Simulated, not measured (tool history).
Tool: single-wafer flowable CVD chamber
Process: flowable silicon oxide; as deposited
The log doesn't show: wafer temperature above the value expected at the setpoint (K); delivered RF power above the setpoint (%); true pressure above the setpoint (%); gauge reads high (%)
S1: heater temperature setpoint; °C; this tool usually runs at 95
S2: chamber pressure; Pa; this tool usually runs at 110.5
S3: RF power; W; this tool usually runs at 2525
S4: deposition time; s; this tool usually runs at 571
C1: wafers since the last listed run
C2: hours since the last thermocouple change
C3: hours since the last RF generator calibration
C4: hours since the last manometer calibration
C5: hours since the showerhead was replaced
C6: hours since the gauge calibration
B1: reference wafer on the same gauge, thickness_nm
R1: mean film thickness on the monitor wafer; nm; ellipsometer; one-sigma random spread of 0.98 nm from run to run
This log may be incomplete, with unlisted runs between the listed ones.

{"run": 1, "hour": 0.0, "S1": 95, "S2": 110.5, "S3": 2525, "S4": 571, "C1": 0, "C2": 682.7, "C3": 1107.2, "C4": 770.9, "C5": 2257.8, "C6": 203.6, "B1": 476.121, "R1": 454.023}
{"run": 2, "hour": 40.4, "S1": 95, "S2": 110.5, "S3": 2525, "S4": 571, "C1": 106, "C2": 723.1, "C3": 1147.6, "C4": 811.3, "C5": 2298.2, "C6": 244, "B1": 475.927, "R1": 451.564}
{"run": 3, "hour": 98.1, "S1": 95, "S2": 110.5, "S3": 2525, "S4": 571, "C1": 152, "C2": 780.8, "C3": 1205.3, "C4": 869, "C5": 2355.9, "C6": 301.7, "B1": 475.998, "R1": 451.462}
{"run": 4, "hour": 147.9, "S1": 95, "S2": 110.5, "S3": 2525, "S4": 571, "C1": 131, "C2": 830.6, "C3": 1255.1, "C4": 918.8, "C5": 2405.7, "C6": 351.5, "B1": 475.903, "R1": 451.252}
{"run": 5, "hour": 193.6, "S1": 95, "S2": 110.5, "S3": 2525, "S4": 571, "C1": 120, "C2": 876.3, "C3": 1300.8, "C4": 964.5, "C5": 2451.4, "C6": 397.2, "B1": 476.158, "R1": 451.563}
{"run": 6, "hour": 228.7, "S1": 95, "S2": 110.5, "S3": 2525, "S4": 571, "C1": 92, "C2": 911.4, "C3": 1335.9, "C4": 999.6, "C5": 2486.5, "C6": 432.3, "B1": 476.139, "R1": 450.078}
{"run": 7, "hour": 277.8, "S1": 95, "S2": 130.5, "S3": 2525, "S4": 571, "C1": 129, "C2": 960.5, "C3": 1385, "C4": 1048.7, "C5": 2535.6, "C6": 481.4, "B1": 476.097, "R1": 529.632}
{"run": 8, "hour": 427.9, "S1": 95, "S2": 130.5, "S3": 2525, "S4": 571, "C1": 397, "C2": 1110.6, "C3": 1535.1, "C4": 1198.8, "C5": 2685.7, "C6": 631.5, "B1": 475.799, "R1": 524.956}
{"hour": 447.9, "done": "capacitance manometer re-zeroed and calibrated"}
{"run": 9, "hour": 458.5, "S1": 95, "S2": 130.5, "S3": 2525, "S4": 571, "C1": 59, "C2": 1141.2, "C3": 1565.7, "C4": 10.6, "C5": 2716.3, "C6": 662.1, "B1": 475.953, "R1": 516.77}
{"run": 10, "hour": 594.2, "S1": 95, "S2": 110.5, "S3": 2525, "S4": 571, "C1": 358, "C2": 1276.9, "C3": 1701.4, "C4": 146.3, "C5": 2852, "C6": 797.8, "B1": 476.092, "R1": 436.52}
{"hour": 603.6, "done": "showerhead replaced"}
{"run": 11, "hour": 645.1, "S1": 95, "S2": 110.5, "S3": 2525, "S4": 571, "C1": 113, "C2": 1327.8, "C3": 1752.3, "C4": 197.2, "C5": 41.5, "C6": 848.7, "B1": 475.661, "R1": 438.225}
{"hour": 656.3, "done": "RF generator calibrated"}
{"hour": 699.0, "done": "thermocouple changed; heater temperature recalibrated"}
{"run": 12, "hour": 699.5, "S1": 95, "S2": 110.5, "S3": 2525, "S4": 571, "C1": 101, "C2": 0.5, "C3": 43.2, "C4": 251.6, "C5": 95.9, "C6": 903.1, "B1": 476.058, "R1": 453.978}
{"run": 13, "hour": 744.4, "S1": 95, "S2": 110.5, "S3": 2910, "S4": 571, "C1": 118, "C2": 45.4, "C3": 88.1, "C4": 296.5, "C5": 140.8, "C6": 948, "B1": 476.165, "R1": 457.497}
{"run": 14, "hour": 795.2, "S1": 95, "S2": 110.5, "S3": 2525, "S4": 571, "C1": 134, "C2": 96.2, "C3": 138.9, "C4": 347.3, "C5": 191.6, "C6": 998.8, "B1": 475.986, "R1": 452.668}
{"run": 15, "hour": 843.7, "S1": 82, "S2": 110.5, "S3": 2525, "S4": 487, "C1": 128, "C2": 144.7, "C3": 187.4, "C4": 395.8, "C5": 240.1, "C6": 1047.3, "B1": 476.097, "R1": 606.649}
{"run": 16, "hour": 875.7, "S1": 104, "S2": 110.5, "S3": 2920, "S4": 663, "C1": 84, "C2": 176.7, "C3": 219.4, "C4": 427.8, "C5": 272.1, "C6": 1079.3, "B1": 476.071, "R1": 382.927}
{"run": 17, "hour": 940.4, "S1": 95, "S2": 128.3, "S3": 2845, "S4": 625, "C1": 171, "C2": 241.4, "C3": 284.1, "C4": 492.5, "C5": 336.8, "C6": 1144, "B1": 476.05, "R1": 584.612}
{"run": 18, "hour": 986.8, "S1": 95, "S2": 118.4, "S3": 2525, "S4": 571, "C1": 122, "C2": 287.8, "C3": 330.5, "C4": 538.9, "C5": 383.2, "C6": 1190.4, "B1": 475.84, "R1": 487.616}
{"hour": 1032.5, "done": "gauge calibrated"}
{"run": 19, "hour": 1054.3, "S1": 95, "S2": 110.5, "S3": 2525, "S4": 507, "C1": 178, "C2": 355.3, "C3": 398, "C4": 606.4, "C5": 450.7, "C6": 21.8, "B1": 475.983, "R1": 401.841}
{"run": 20, "hour": 1079.4, "S1": 86, "S2": 120.8, "S3": 2525, "S4": 571, "C1": 66, "C2": 380.4, "C3": 423.1, "C4": 631.5, "C5": 475.8, "C6": 46.9, "B1": 476.034, "R1": 680.757}
{"run": 21, "hour": 1122.8, "S1": 101, "S2": 92.9, "S3": 2525, "S4": 486, "C1": 114, "C2": 423.8, "C3": 466.5, "C4": 674.9, "C5": 519.2, "C6": 90.3, "B1": 476.025, "R1": 260.051}
{"run": 22, "hour": 1181.7, "S1": 95, "S2": 130.5, "S3": 2525, "S4": 571, "C1": 155, "C2": 482.7, "C3": 525.4, "C4": 733.8, "C5": 578.1, "C6": 149.2, "B1": 475.97, "R1": 535.699}
{"run": 23, "hour": 1206.7, "S1": 95, "S2": 110.5, "S3": 2525, "S4": 571, "C1": 66, "C2": 507.7, "C3": 550.4, "C4": 758.8, "C5": 603.1, "C6": 174.2, "B1": 475.888, "R1": 454.411}
{"run": 24, "hour": 1231.2, "S1": 95, "S2": 110.5, "S3": 2525, "S4": 571, "C1": 64, "C2": 532.2, "C3": 574.9, "C4": 783.3, "C5": 627.6, "C6": 198.7, "B1": 475.924, "R1": 454.626}
{"run": 25, "hour": 1282.0, "S1": 95, "S2": 110.5, "S3": 2390, "S4": 571, "C1": 134, "C2": 583, "C3": 625.7, "C4": 834.1, "C5": 678.4, "C6": 249.5, "B1": 476.027, "R1": 450.836}
{"run": 26, "hour": 1329.5, "S1": 107, "S2": 110.5, "S3": 2525, "S4": 611, "C1": 125, "C2": 630.5, "C3": 673.2, "C4": 881.6, "C5": 725.9, "C6": 297, "B1": 476.017, "R1": 310.449}
{"run": 27, "hour": 1389.9, "S1": 95, "S2": 110.5, "S3": 2525, "S4": 571, "C1": 159, "C2": 690.9, "C3": 733.6, "C4": 942, "C5": 786.3, "C6": 357.4, "B1": 475.967, "R1": 451.331}

4 options for the next run, each taken on its own from the tool as it stands now. Forecast them:
{"run": "A", "hour": 1390.5, "S1": 95, "S2": 110.5, "S3": 2525, "S4": 571, "C1": 1, "C2": 691.5, "C3": 734.2, "C4": 942.6, "C5": 786.9, "C6": 358, "B1": "?", "R1": "?"}
{"run": "B", "hour": 1390.5, "S1": 95, "S2": 110.5, "S3": 2195, "S4": 647, "C1": 1, "C2": 691.5, "C3": 734.2, "C4": 942.6, "C5": 786.9, "C6": 358, "B1": "?", "R1": "?"}
{"run": "C", "hour": 1390.5, "S1": 84, "S2": 133.1, "S3": 2195, "S4": 629, "C1": 1, "C2": 691.5, "C3": 734.2, "C4": 942.6, "C5": 786.9, "C6": 358, "B1": "?", "R1": "?"}
{"run": "D", "hour": 1390.5, "S1": 95, "S2": 110.5, "S3": 2115, "S4": 601, "C1": 1, "C2": 691.5, "C3": 734.2, "C4": 942.6, "C5": 786.9, "C6": 358, "B1": "?", "R1": "?"}

run=A B1=476.092 R1=453.38
run=B B1=476.092 R1=506.416
run=C B1=476.092 R1=866.714
run=D B1=476.092 R1=468.675
Had the tool no hidden state, the same runs would have come out as:
run=A R1=450.779
run=B R1=503.511
run=C R1=861.628
run=D R1=465.986
